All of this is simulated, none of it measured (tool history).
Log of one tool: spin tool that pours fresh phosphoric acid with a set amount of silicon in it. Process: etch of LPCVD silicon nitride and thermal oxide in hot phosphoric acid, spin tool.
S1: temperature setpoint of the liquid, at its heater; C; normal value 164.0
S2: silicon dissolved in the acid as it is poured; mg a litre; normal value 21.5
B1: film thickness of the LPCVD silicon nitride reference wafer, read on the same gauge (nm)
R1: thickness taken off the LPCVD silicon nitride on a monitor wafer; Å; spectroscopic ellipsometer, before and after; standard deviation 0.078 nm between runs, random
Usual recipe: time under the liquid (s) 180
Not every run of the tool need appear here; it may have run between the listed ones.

Run 1, hour 0.0: usual settings; B1 112.77. Result: R1 198.9 Å.
Run 2, hour 38.7: usual settings; B1 112.85. Result: R1 200.2 Å.
Run 3, hour 142.4: usual settings but S1 162.5 C; B1 113.22. Result: R1 191.0 Å.
Run 4, hour 237.2: usual settings but time under the liquid (s) 260; B1 113.51. Result: R1 289.2 Å.
Run 5, hour 319.1: usual settings but time under the liquid (s) 260; B1 113.72. Result: R1 291.5 Å.
Run 6, hour 408.3: usual settings but time under the liquid (s) 260; B1 114.05. Result: R1 291.7 Å.
Run 7, hour 512.4: usual settings; B1 114.31. Result: R1 202.8 Å.
Run 8, hour 597.9: usual settings but S1 165.0 C; B1 114.63. Result: R1 209.9 Å.
Run 9, hour 655.8: usual settings but S1 165.5 C, S2 5.5 mg a litre, time under the liquid (s) 85; B1 114.75. Result: R1 100.6 Å.
Run 10, hour 709.1: usual settings but S1 161.5 C, S2 9.0 mg a litre, time under the liquid (s) 250; B1 114.93. Result: R1 258.5 Å.
Run 11, hour 789.7: usual settings; B1 109.45. Result: R1 192.5 Å.
Run 12, hour 869.5: usual settings but S1 166.5 C; B1 109.70. Result: R1 210.2 Å.
Run 13, hour 944.8: usual settings but time under the liquid (s) 270; B1 109.87. Result: R1 291.1 Å.
Run 14, hour 1031.0: usual settings but S1 162.0 C; B1 110.17. Result: R1 180.8 Å.
Run 15, hour 1088.8: usual settings; B1 110.34. Result: R1 194.1 Å.

Withheld: 4 entries from between the runs. Position of each, and hidden state at the listed run before versus the listed run after:
Logged between run 6 and run 7: thermometer replaced (hour 419.2)
  gauge reads high (%): 3.66 -> 3.94
  measured minus no-state result, R1: +10.3 -> +7.7 Å
Logged between run 7 and run 8: heated supply line repaired (hour 571.6)
  gauge reads high (%): 3.94 -> 4.18
  measured minus no-state result, R1: +7.7 -> +8.4 Å
Logged between run 10 and run 11: gauge calibrated (hour 710.6); dissolved silicon flow meter replaced (hour 711.2)
  gauge reads high (%): 4.49 -> -0.514
  measured minus no-state result, R1: +11.1 -> -1.0 Å

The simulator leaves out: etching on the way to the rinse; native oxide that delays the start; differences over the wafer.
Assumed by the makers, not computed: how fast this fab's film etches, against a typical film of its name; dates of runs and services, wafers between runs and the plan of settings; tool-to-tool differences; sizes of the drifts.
